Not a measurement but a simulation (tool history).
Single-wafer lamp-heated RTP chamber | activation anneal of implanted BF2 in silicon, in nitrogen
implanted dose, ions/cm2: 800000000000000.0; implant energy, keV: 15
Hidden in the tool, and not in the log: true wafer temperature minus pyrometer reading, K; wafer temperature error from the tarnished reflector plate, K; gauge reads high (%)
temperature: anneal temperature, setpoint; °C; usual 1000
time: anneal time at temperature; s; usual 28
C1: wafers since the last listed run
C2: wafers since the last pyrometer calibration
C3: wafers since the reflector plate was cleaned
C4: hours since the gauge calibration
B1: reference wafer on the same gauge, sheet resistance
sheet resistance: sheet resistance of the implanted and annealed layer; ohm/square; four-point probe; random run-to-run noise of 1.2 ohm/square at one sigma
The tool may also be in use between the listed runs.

Run 1, hour 0: usual settings; C1 0; C2 3382; C3 9097; C4 47.7; B1 255.14. Result: sheet resistance 235.44 ohm/square.
At hour 1.8: pyrometer window cleaned and pyrometer calibrated.
At hour 12.3: reflector plate cleaned.
Run 2, hour 21.4: usual settings; C1 218; C2 218; C3 172; C4 69.1; B1 254.81. Result: sheet resistance 239.61 ohm/square.
Run 3, hour 50: usual settings; C1 539; C2 758; C3 712; C4 97.7; B1 255.05. Result: sheet resistance 240.2 ohm/square.
Run 4, hour 65.8: usual settings; C1 298; C2 1056; C3 1010; C4 113.5; B1 255.28. Result: sheet resistance 241.87 ohm/square.
Run 5, hour 94.4: usual settings; C1 539; C2 1596; C3 1550; C4 142.1; B1 254.26. Result: sheet resistance 237.78 ohm/square.
Run 6, hour 109.4: usual settings; C1 283; C2 1879; C3 1833; C4 157.1; B1 254.63. Result: sheet resistance 238.03 ohm/square.
Run 7, hour 143.9: usual settings; C1 651; C2 2530; C3 2485; C4 191.6; B1 255.17. Result: sheet resistance 234.89 ohm/square.
At hour 166.1: pyrometer window cleaned and pyrometer calibrated.
Run 8, hour 170.4: usual settings; C1 349; C2 81; C3 2834; C4 218.1; B1 255.4. Result: sheet resistance 243.77 ohm/square.
Run 9, hour 203.4: usual settings but temperature 986 °C; C1 622; C2 704; C3 3457; C4 251.1; B1 254.9. Result: sheet resistance 263.78 ohm/square.
Run 10, hour 227.3: usual settings but temperature 986 °C; C1 451; C2 1155; C3 3908; C4 275; B1 255.31. Result: sheet resistance 262.23 ohm/square.
Run 11, hour 240.7: usual settings but temperature 986 °C; C1 252; C2 1408; C3 4161; C4 288.4; B1 255.52. Result: sheet resistance 265.35 ohm/square.
Run 12, hour 269.5: usual settings but time 17 s; C1 543; C2 1952; C3 4704; C4 317.2; B1 254.81. Result: sheet resistance 256.42 ohm/square.
At hour 329.8: pyrometer window cleaned and pyrometer calibrated.
Run 13, hour 367.1: usual settings but temperature 993 °C; C1 1691; C2 704; C3 6396; C4 414.8; B1 254.57. Result: sheet resistance 252.88 ohm/square.
Run 14, hour 396.5: usual settings; C1 554; C2 1259; C3 6951; C4 444.2; B1 254.9. Result: sheet resistance 241.47 ohm/square.
Run 15, hour 412.9: usual settings; C1 309; C2 1569; C3 7260; C4 460.6; B1 255.74. Result: sheet resistance 239.46 ohm/square.
Run 16, hour 429.3: usual settings; C1 309; C2 1879; C3 7570; C4 477; B1 255.1. Result: sheet resistance 239.95 ohm/square.
Run 17, hour 453.9: usual settings but temperature 973 °C, time 23 s; C1 464; C2 2343; C3 8034; C4 501.6; B1 255.13. Result: sheet resistance 294.73 ohm/square.
Run 18, hour 487.1: usual settings; C1 626; C2 2970; C3 8661; C4 534.8; B1 255.1. Result: sheet resistance 238.64 ohm/square.
Run 19, hour 499.7: usual settings but temperature 1024 °C, time 38 s; C1 237; C2 3207; C3 8899; C4 547.4; B1 255.05. Result: sheet resistance 202.07 ohm/square.
At hour 535.7: pyrometer window cleaned and pyrometer calibrated.
Run 20, hour 536.2: usual settings; C1 537; C2 9; C3 9437; C4 583.9; B1 254.73. Result: sheet resistance 242.19 ohm/square.
At hour 561.3: reflector plate cleaned.
Run 21, hour 561.8: usual settings; C1 332; C2 341; C3 9; C4 609.5; B1 254.74. Result: sheet resistance 240.25 ohm/square.
Run 22, hour 592.1: usual settings; C1 571; C2 913; C3 581; C4 639.8; B1 254.34. Result: sheet resistance 240.01 ohm/square.
Run 23, hour 621: usual settings; C1 545; C2 1458; C3 1127; C4 668.7; B1 254.84. Result: sheet resistance 238.52 ohm/square.
At hour 684.9: gauge calibrated.
At hour 697: pyrometer window cleaned and pyrometer calibrated.
Run 24, hour 717.5: usual settings but temperature 978 °C; C1 1670; C2 387; C3 2797; C4 32.6; B1 255.56. Result: sheet resistance 281.47 ohm/square.
Run 25, hour 741.1: usual settings but temperature 1028 °C, time 43 s; C1 445; C2 832; C3 3243; C4 56.2; B1 255.6. Result: sheet resistance 199.33 ohm/square.
Run 26, hour 753.2: usual settings; C1 228; C2 1061; C3 3471; C4 68.3; B1 254.96. Result: sheet resistance 238.35 ohm/square.
Run 27, hour 771.1: usual settings but temperature 986 °C, time 35 s; C1 337; C2 1399; C3 3809; C4 86.2; B1 255.2. Result: sheet resistance 254.16 ohm/square.
Run 28, hour 800.4: usual settings but temperature 1018 °C, time 40 s; C1 553; C2 1952; C3 4362; C4 115.5; B1 255.3. Result: sheet resistance 206.48 ohm/square.
Run 29, hour 828.7: usual settings but temperature 1013 °C; C1 534; C2 2486; C3 4896; C4 143.8; B1 254.99. Result: sheet resistance 220 ohm/square.
Run 30, hour 852: usual settings; C1 439; C2 2926; C3 5336; C4 167.1; B1 255.3. Result: sheet resistance 236.62 ohm/square.
At hour 864.5: pyrometer window cleaned and pyrometer calibrated.
Run 31, hour 870.3: usual settings but time 39 s; C1 194; C2 108; C3 5531; C4 185.4; B1 254.79. Result: sheet resistance 231.63 ohm/square.
Run 32, hour 891: usual settings but temperature 981 °C, time 13 s; C1 390; C2 499; C3 5921; C4 206.1; B1 254.87. Result: sheet resistance 304.22 ohm/square.
Run 33, hour 903.4: usual settings but time 41 s; C1 234; C2 733; C3 6155; C4 218.5; B1 254.76. Result: sheet resistance 227.76 ohm/square.

What if the next run were any one of these 3? Each begins from the tool's condition after run 33:
Run A, hour 903.8: usual settings; C1 7; C2 741; C3 6163; C4 218.9; B1 ?. Result: sheet resistance ?.
Run B, hour 903.8: usual settings but temperature 1014 °C, time 36 s; C1 7; C2 741; C3 6163; C4 218.9; B1 ?. Result: sheet resistance ?.
Run C, hour 903.8: usual settings but temperature 1014 °C, time 13 s; C1 7; C2 741; C3 6163; C4 218.9; B1 ?. Result: sheet resistance ?.

run     B1  sheet resistance
  A  254.8            243.39
  B  254.8            216.58
  C  254.8            250.78
The same runs, with their run-to-run variation unchanged, on a tool lacking any hidden condition would have given:
run  sheet resistance
  A            245.63
  B            218.21
  C             252.7
